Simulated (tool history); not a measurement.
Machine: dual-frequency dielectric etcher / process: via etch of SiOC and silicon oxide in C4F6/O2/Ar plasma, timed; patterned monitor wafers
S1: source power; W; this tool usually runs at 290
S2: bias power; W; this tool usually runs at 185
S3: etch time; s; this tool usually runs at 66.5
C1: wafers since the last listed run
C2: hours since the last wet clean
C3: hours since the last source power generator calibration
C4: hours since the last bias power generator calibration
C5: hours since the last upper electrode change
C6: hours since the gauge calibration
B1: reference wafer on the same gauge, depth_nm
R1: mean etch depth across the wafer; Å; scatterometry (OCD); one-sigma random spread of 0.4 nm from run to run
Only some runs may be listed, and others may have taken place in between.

{"run": 1, "hour": 0.0, "S1": 290, "S2": 185, "S3": 66.5, "C1": 0, "C2": 480.9, "C3": 778.8, "C4": 2676.8, "C5": 921.7, "C6": 1406.2, "B1": 73.3, "R1": 711}
{"hour": 27.9, "done": "wet clean of the chamber"}
{"run": 2, "hour": 37.6, "S1": 290, "S2": 185, "S3": 66.5, "C1": 151, "C2": 9.7, "C3": 816.4, "C4": 2714.4, "C5": 959.3, "C6": 1443.8, "B1": 73.1, "R1": 711}
{"run": 3, "hour": 203.2, "S1": 290, "S2": 185, "S3": 66.5, "C1": 1850, "C2": 175.3, "C3": 982, "C4": 2880, "C5": 1124.9, "C6": 1609.4, "B1": 72.8, "R1": 704}
{"run": 4, "hour": 282.2, "S1": 290, "S2": 185, "S3": 66.5, "C1": 882, "C2": 254.3, "C3": 1061, "C4": 2959, "C5": 1203.9, "C6": 1688.4, "B1": 72.9, "R1": 703}
{"run": 5, "hour": 321.9, "S1": 270, "S2": 196, "S3": 66.5, "C1": 443, "C2": 294, "C3": 1100.7, "C4": 2998.7, "C5": 1243.6, "C6": 1728.1, "B1": 72.7, "R1": 701}
{"run": 6, "hour": 362.6, "S1": 270, "S2": 196, "S3": 66.5, "C1": 454, "C2": 334.7, "C3": 1141.4, "C4": 3039.4, "C5": 1284.3, "C6": 1768.8, "B1": 72.6, "R1": 708}
{"run": 7, "hour": 402.1, "S1": 270, "S2": 196, "S3": 66.5, "C1": 441, "C2": 374.2, "C3": 1180.9, "C4": 3078.9, "C5": 1323.8, "C6": 1808.3, "B1": 72.5, "R1": 705}
{"hour": 465.6, "done": "wet clean of the chamber"}
{"run": 8, "hour": 488.7, "S1": 290, "S2": 221, "S3": 80.5, "C1": 699, "C2": 23.1, "C3": 1267.5, "C4": 3165.5, "C5": 1410.4, "C6": 1894.9, "B1": 72.4, "R1": 935}
{"run": 9, "hour": 527.0, "S1": 290, "S2": 221, "S3": 80.5, "C1": 428, "C2": 61.4, "C3": 1305.8, "C4": 3203.8, "C5": 1448.7, "C6": 1933.2, "B1": 72.4, "R1": 925}
{"run": 10, "hour": 625.3, "S1": 290, "S2": 211, "S3": 66.5, "C1": 1098, "C2": 159.7, "C3": 1404.1, "C4": 3302.1, "C5": 1547, "C6": 2031.5, "B1": 72.3, "R1": 748}
{"run": 11, "hour": 669.7, "S1": 290, "S2": 211, "S3": 66.5, "C1": 496, "C2": 204.1, "C3": 1448.5, "C4": 3346.5, "C5": 1591.4, "C6": 2075.9, "B1": 72, "R1": 741}
{"run": 12, "hour": 736.6, "S1": 290, "S2": 211, "S3": 66.5, "C1": 747, "C2": 271, "C3": 1515.4, "C4": 3413.4, "C5": 1658.3, "C6": 2142.8, "B1": 72, "R1": 748}
{"run": 13, "hour": 794.2, "S1": 290, "S2": 185, "S3": 66.5, "C1": 643, "C2": 328.6, "C3": 1573, "C4": 3471, "C5": 1715.9, "C6": 2200.4, "B1": 72, "R1": 699}
{"hour": 908.2, "done": "wet clean of the chamber"}
{"run": 14, "hour": 908.7, "S1": 290, "S2": 185, "S3": 66.5, "C1": 1011, "C2": 0.5, "C3": 1687.5, "C4": 3585.5, "C5": 1830.4, "C6": 2314.9, "B1": 72, "R1": 697}
{"hour": 970.9, "done": "source power generator calibrated"}
{"run": 15, "hour": 976.0, "S1": 290, "S2": 185, "S3": 66.5, "C1": 707, "C2": 67.8, "C3": 5.1, "C4": 3652.8, "C5": 1897.7, "C6": 2382.2, "B1": 71.5, "R1": 691}
{"hour": 1061.1, "done": "gauge calibrated"}
{"run": 16, "hour": 1196.2, "S1": 230, "S2": 229, "S3": 61, "C1": 2460, "C2": 288, "C3": 225.3, "C4": 3873, "C5": 2117.9, "C6": 135.1, "B1": 74.2, "R1": 668}
{"run": 17, "hour": 1239.5, "S1": 290, "S2": 185, "S3": 66.5, "C1": 483, "C2": 331.3, "C3": 268.6, "C4": 3916.3, "C5": 2161.2, "C6": 178.4, "B1": 74.2, "R1": 717}
{"run": 18, "hour": 1304.2, "S1": 230, "S2": 210, "S3": 86, "C1": 723, "C2": 396, "C3": 333.3, "C4": 3981, "C5": 2225.9, "C6": 243.1, "B1": 74.4, "R1": 901}
{"run": 19, "hour": 1402.7, "S1": 270, "S2": 166, "S3": 66.5, "C1": 1100, "C2": 494.5, "C3": 431.8, "C4": 4079.5, "C5": 2324.4, "C6": 341.6, "B1": 74.2, "R1": 655}
{"hour": 1443.9, "done": "wet clean of the chamber"}
{"run": 20, "hour": 1448.2, "S1": 290, "S2": 156, "S3": 58, "C1": 240, "C2": 4.3, "C3": 477.3, "C4": 4125, "C5": 2369.9, "C6": 387.1, "B1": 74.3, "R1": 573}
{"run": 21, "hour": 1524.9, "S1": 290, "S2": 170, "S3": 66.5, "C1": 857, "C2": 81, "C3": 554, "C4": 4201.7, "C5": 2446.6, "C6": 463.8, "B1": 74.2, "R1": 683}
{"hour": 1666.1, "done": "upper electrode replaced"}
{"run": 22, "hour": 1705.0, "S1": 340, "S2": 154, "S3": 56.5, "C1": 1744, "C2": 261.1, "C3": 734.1, "C4": 4381.8, "C5": 38.9, "C6": 643.9, "B1": 74.1, "R1": 600}
{"run": 23, "hour": 1782.9, "S1": 290, "S2": 185, "S3": 66.5, "C1": 870, "C2": 339, "C3": 812, "C4": 4459.7, "C5": 116.8, "C6": 721.8, "B1": 73.7, "R1": 720}
{"run": 24, "hour": 1853.9, "S1": 270, "S2": 196, "S3": 66.5, "C1": 793, "C2": 410, "C3": 883, "C4": 4530.7, "C5": 187.8, "C6": 792.8, "B1": 74, "R1": 718}
{"hour": 1909.0, "done": "bias power generator calibrated"}
{"hour": 1965.3, "done": "wet clean of the chamber"}
{"run": 25, "hour": 2071.2, "S1": 290, "S2": 185, "S3": 66.5, "C1": 2115, "C2": 105.9, "C3": 1100.3, "C4": 162.2, "C5": 405.1, "C6": 1010.1, "B1": 73.7, "R1": 719}
{"run": 26, "hour": 2290.3, "S1": 260, "S2": 149, "S3": 58.5, "C1": 2448, "C2": 325, "C3": 1319.4, "C4": 381.3, "C5": 624.2, "C6": 1229.2, "B1": 73.6, "R1": 532}
{"run": 27, "hour": 2349.6, "S1": 330, "S2": 219, "S3": 73.5, "C1": 662, "C2": 384.3, "C3": 1378.7, "C4": 440.6, "C5": 683.5, "C6": 1288.5, "B1": 73.6, "R1": 905}
{"run": 28, "hour": 2437.9, "S1": 250, "S2": 199, "S3": 79.5, "C1": 986, "C2": 472.6, "C3": 1467, "C4": 528.9, "C5": 771.8, "C6": 1376.8, "B1": 73.5, "R1": 823}

Alternative continuations, all from the tool just after run 28; predict every row:
{"run": "A", "hour": 2438.3, "S1": 290, "S2": 172, "S3": 66.5, "C1": 4, "C2": 473, "C3": 1467.4, "C4": 529.3, "C5": 772.2, "C6": 1377.2, "B1": "?", "R1": "?"}
{"run": "B", "hour": 2438.3, "S1": 230, "S2": 185, "S3": 66.5, "C1": 4, "C2": 473, "C3": 1467.4, "C4": 529.3, "C5": 772.2, "C6": 1377.2, "B1": "?", "R1": "?"}
{"run": "C", "hour": 2438.3, "S1": 290, "S2": 185, "S3": 73, "C1": 4, "C2": 473, "C3": 1467.4, "C4": 529.3, "C5": 772.2, "C6": 1377.2, "B1": "?", "R1": "?"}

run=A B1=73.5 R1=688
run=B B1=73.5 R1=645
run=C B1=73.5 R1=786
Take away the tool's hidden state, keep each run's random variation, and the runs would have read:
run=A R1=691
run=B R1=648
run=C R1=789
